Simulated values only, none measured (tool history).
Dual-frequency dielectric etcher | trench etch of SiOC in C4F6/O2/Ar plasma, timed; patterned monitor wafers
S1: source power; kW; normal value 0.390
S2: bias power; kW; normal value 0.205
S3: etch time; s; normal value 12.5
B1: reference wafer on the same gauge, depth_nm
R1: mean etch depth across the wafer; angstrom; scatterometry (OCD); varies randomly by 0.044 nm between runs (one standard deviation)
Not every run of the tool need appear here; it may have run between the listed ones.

run	hour	S1	S2	S3	B1	R1
1	0.0	0.390	0.205	12.5	27.01	278.3
# hour 4.8: gauge calibrated
2	6.2	0.420	0.205	13.5	26.99	311.1
3	21.7	0.390	0.222	12.5	27.00	287.1
4	36.7	0.390	0.222	12.5	27.02	286.0
5	63.8	0.390	0.222	12.5	26.99	285.7
# hour 73.0: source power generator calibrated
6	73.5	0.410	0.205	12.5	27.02	283.0
7	86.5	0.410	0.205	12.5	26.99	282.7
8	99.0	0.410	0.205	12.5	27.01	282.4
# hour 99.6: gauge calibrated
# hour 124.9: upper electrode replaced
# hour 129.0: bias power generator calibrated
# hour 146.0: wet clean of the chamber
9	146.5	0.390	0.232	12.5	26.99	307.4
10	146.8	0.390	0.192	12.5	26.98	285.2
11	147.2	0.390	0.205	14.0	27.01	327.1
12	147.5	0.300	0.205	11.0	27.02	224.3
13	152.4	0.390	0.205	12.5	27.00	292.3
14	160.4	0.390	0.222	12.5	26.99	302.1
15	172.2	0.290	0.205	11.0	26.99	219.1
16	188.2	0.310	0.180	15.0	27.01	293.0

Alternative continuations, all from the tool just after run 16; predict every row:
A	188.6	0.390	0.205	12.5	?	?
B	188.6	0.480	0.205	14.0	?	?
C	188.6	0.470	0.181	12.5	?	?

run	B1	R1
A	27.01	291.5
B	27.01	361.6
C	27.01	304.1
Without the tool's unlogged condition, the same runs would have read:
run	R1
A	293.0
B	363.5
C	305.7
